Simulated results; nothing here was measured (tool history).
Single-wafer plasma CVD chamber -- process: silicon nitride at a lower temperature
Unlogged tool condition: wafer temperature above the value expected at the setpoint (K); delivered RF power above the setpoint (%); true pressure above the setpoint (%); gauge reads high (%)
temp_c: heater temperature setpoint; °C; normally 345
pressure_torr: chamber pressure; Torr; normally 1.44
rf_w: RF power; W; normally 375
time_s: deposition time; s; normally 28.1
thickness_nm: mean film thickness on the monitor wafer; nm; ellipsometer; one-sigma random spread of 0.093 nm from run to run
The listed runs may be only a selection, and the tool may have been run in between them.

run,hour,temp_c,pressure_torr,rf_w,time_s,wafers since the last listed run,hours since the last thermocouple change,hours since the last RF generator calibration,hours since the last manometer calibration,hours since the showerhead was replaced,hours since the gauge calibration,"read-back reference wafer on the same gauge, thickness_nm",thickness_nm
1,0.0,345,1.24,375,32.1,0,1128.1,963.3,1110.0,4052.4,187.2,29.503,39.459
# hour 8.3: thermocouple changed; heater temperature recalibrated
2,35.3,345,1.24,375,32.1,704,27.0,998.6,1145.3,4087.7,222.5,29.515,39.616
3,56.1,345,1.44,375,28.1,536,47.8,1019.4,1166.1,4108.5,243.3,29.505,36.293
# hour 77.6: showerhead replaced
4,78.1,345,1.44,375,28.1,361,69.8,1041.4,1188.1,0.5,265.3,29.507,36.237
5,91.3,345,1.44,375,28.1,340,83.0,1054.6,1201.3,13.7,278.5,29.499,36.218
6,125.1,345,1.44,375,28.1,872,116.8,1088.4,1235.1,47.5,312.3,29.506,36.461
7,138.6,345,1.44,375,28.1,348,130.3,1101.9,1248.6,61.0,325.8,29.487,36.377
8,154.2,345,1.44,375,28.1,402,145.9,1117.5,1264.2,76.6,341.4,29.489,36.309
9,179.4,345,1.25,375,28.1,650,171.1,1142.7,1289.4,101.8,366.6,29.494,34.808
# hour 189.6: capacitance manometer re-zeroed and calibrated
10,195.3,345,1.44,350,28.1,203,187.0,1158.6,5.7,117.7,382.5,29.509,35.881
11,216.9,345,1.44,375,28.1,557,208.6,1180.2,27.3,139.3,404.1,29.503,36.907
12,230.9,345,1.76,375,28.1,361,222.6,1194.2,41.3,153.3,418.1,29.499,38.679
13,246.2,331,1.11,345,26.1,394,237.9,1209.5,56.6,168.6,433.4,29.498,30.751
14,277.6,345,1.44,375,28.1,810,269.3,1240.9,88.0,200.0,464.8,29.509,36.853
15,293.8,345,1.17,435,33.4,418,285.5,1257.1,104.2,216.2,481.0,29.486,43.729
# hour 334.6: capacitance manometer re-zeroed and calibrated, repeated, since the last time left the tool worse
16,335.1,345,1.44,375,28.1,859,326.8,1298.4,0.5,257.5,522.3,29.501,35.602
17,342.2,345,1.44,375,28.1,183,333.9,1305.5,7.6,264.6,529.4,29.499,35.716
# hour 361.7: RF generator calibrated
18,362.2,345,1.71,340,30.0,309,353.9,0.5,27.6,284.6,549.4,29.487,38.577
19,377.4,354,1.44,400,24.9,392,369.1,15.7,42.8,299.8,564.6,29.503,32.553
# hour 412.0: gauge calibrated
20,412.8,345,1.44,375,28.1,913,404.5,51.1,78.2,335.2,0.8,29.505,35.655
21,428.3,345,1.44,375,28.1,400,420.0,66.6,93.7,350.7,16.3,29.492,35.816
22,441.4,354,1.20,400,28.1,338,433.1,79.7,106.8,363.8,29.4,29.520,34.568
23,470.5,345,1.67,310,23.1,751,462.2,108.8,135.9,392.9,58.5,29.507,28.538
24,492.4,359,1.28,375,24.9,565,484.1,130.7,157.8,414.8,80.4,29.505,30.474
25,522.5,345,1.22,375,30.3,776,514.2,160.8,187.9,444.9,110.5,29.493,36.671
26,599.5,358,1.44,375,28.1,1987,591.2,237.8,264.9,521.9,187.5,29.502,35.538
27,628.0,351,1.44,355,28.1,735,619.7,266.3,293.4,550.4,216.0,29.490,35.107
28,644.0,352,1.28,375,32.1,413,635.7,282.3,309.4,566.4,232.0,29.498,39.239

4 options for the next run, each taken on its own from the tool as it stands now. Forecast them:
A,644.4,357,1.44,375,28.1,10,636.1,282.7,309.8,566.8,232.4,?,?
B,644.4,354,1.58,305,30.0,10,636.1,282.7,309.8,566.8,232.4,?,?
C,644.4,336,1.44,430,31.6,10,636.1,282.7,309.8,566.8,232.4,?,?
D,644.4,345,1.31,440,28.1,10,636.1,282.7,309.8,566.8,232.4,?,?

run,"read-back reference wafer on the same gauge, thickness_nm",thickness_nm
A,29.483,35.619
B,29.483,36.119
C,29.483,42.584
D,29.483,37.073
Without the tool's unlogged condition, the same runs would have read:
run,thickness_nm
A,35.533
B,36.034
C,42.482
D,36.981

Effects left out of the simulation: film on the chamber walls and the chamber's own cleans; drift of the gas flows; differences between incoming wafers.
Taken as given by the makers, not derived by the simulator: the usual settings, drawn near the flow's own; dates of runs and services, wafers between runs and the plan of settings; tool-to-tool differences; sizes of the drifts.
